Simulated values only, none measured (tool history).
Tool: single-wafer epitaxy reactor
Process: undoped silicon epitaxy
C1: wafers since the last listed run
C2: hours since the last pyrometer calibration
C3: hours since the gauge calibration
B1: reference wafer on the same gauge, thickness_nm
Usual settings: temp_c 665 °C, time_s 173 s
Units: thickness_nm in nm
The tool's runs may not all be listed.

run 1 day=0.000 | temp_c=665 time_s=173 | C1=0 C2=1055.0 C3=208.9 | B1=48.519 | thickness_nm=37.459
run 2 day=0.700 | temp_c=665 time_s=173 | C1=122 C2=1071.8 C3=225.7 | B1=48.472 | thickness_nm=37.597
run 3 day=1.100 | temp_c=671 time_s=147 | C1=69 C2=1081.4 C3=235.3 | B1=48.558 | thickness_nm=35.665
run 4 day=1.783 | temp_c=654 time_s=200 | C1=119 C2=1097.8 C3=251.7 | B1=48.452 | thickness_nm=35.488
run 5 day=2.171 | temp_c=654 time_s=200 | C1=67 C2=1107.1 C3=261.0 | B1=48.536 | thickness_nm=35.325
run 6 day=2.796 | temp_c=665 time_s=148 | C1=109 C2=1122.1 C3=276.0 | B1=48.502 | thickness_nm=32.052
run 7 day=3.767 | temp_c=665 time_s=148 | C1=169 C2=1145.4 C3=299.3 | B1=48.478 | thickness_nm=32.238
-- day=4.533 pyrometer calibrated
run 8 day=4.554 | temp_c=657 time_s=148 | C1=79 C2=0.5 C3=318.2 | B1=48.522 | thickness_nm=31.020
run 9 day=4.833 | temp_c=657 time_s=148 | C1=48 C2=7.2 C3=324.9 | B1=48.463 | thickness_nm=31.152
run 10 day=5.346 | temp_c=657 time_s=148 | C1=89 C2=19.5 C3=337.2 | B1=48.522 | thickness_nm=31.192
run 11 day=5.621 | temp_c=665 time_s=153 | C1=47 C2=26.1 C3=343.8 | B1=48.526 | thickness_nm=37.444
-- day=5.675 gauge calibrated
run 12 day=6.358 | temp_c=656 time_s=149 | C1=128 C2=43.8 C3=16.4 | B1=48.523 | thickness_nm=30.732
run 13 day=6.658 | temp_c=661 time_s=202 | C1=52 C2=51.0 C3=23.6 | B1=48.492 | thickness_nm=45.450
run 14 day=7.238 | temp_c=674 time_s=144 | C1=101 C2=64.9 C3=37.5 | B1=48.487 | thickness_nm=41.030
run 15 day=7.804 | temp_c=656 time_s=173 | C1=98 C2=78.5 C3=51.1 | B1=48.491 | thickness_nm=35.275
run 16 day=8.458 | temp_c=672 time_s=173 | C1=114 C2=94.2 C3=66.8 | B1=48.494 | thickness_nm=47.449
run 17 day=8.888 | temp_c=665 time_s=153 | C1=74 C2=104.5 C3=77.1 | B1=48.484 | thickness_nm=36.676
run 18 day=9.396 | temp_c=678 time_s=173 | C1=88 C2=116.7 C3=89.3 | B1=48.471 | thickness_nm=52.176
run 19 day=10.054 | temp_c=651 time_s=152 | C1=114 C2=132.5 C3=105.1 | B1=48.480 | thickness_nm=27.767
run 20 day=10.517 | temp_c=678 time_s=190 | C1=80 C2=143.6 C3=116.2 | B1=48.528 | thickness_nm=56.964
run 21 day=10.788 | temp_c=665 time_s=173 | C1=47 C2=150.1 C3=122.7 | B1=48.510 | thickness_nm=41.103
run 22 day=11.083 | temp_c=655 time_s=173 | C1=51 C2=157.2 C3=129.8 | B1=48.520 | thickness_nm=34.070

Some steps in thickness_nm between neighbouring runs. How much of each would the tool show without its hidden state too (settings, what came in, random variation), and how much is left for the hidden state, with any gauge scatter that isn't in both results?
The hidden state here: wafer temperature above the value expected at the setpoint (K); gauge reads high (%).
Run 7 -> 8: temp_c 665 -> 657, pyrometer calibrated. thickness_nm -1.218 nm: hidden state +4.127, all else -5.345.
Run 18 -> 19: temp_c 678 -> 651, time_s 173 -> 152. thickness_nm -24.409 nm: hidden state +0.226, all else -24.635.
Run 19 -> 20: temp_c 651 -> 678, time_s 152 -> 190. thickness_nm +29.197 nm: hidden state -0.625, all else +29.822.
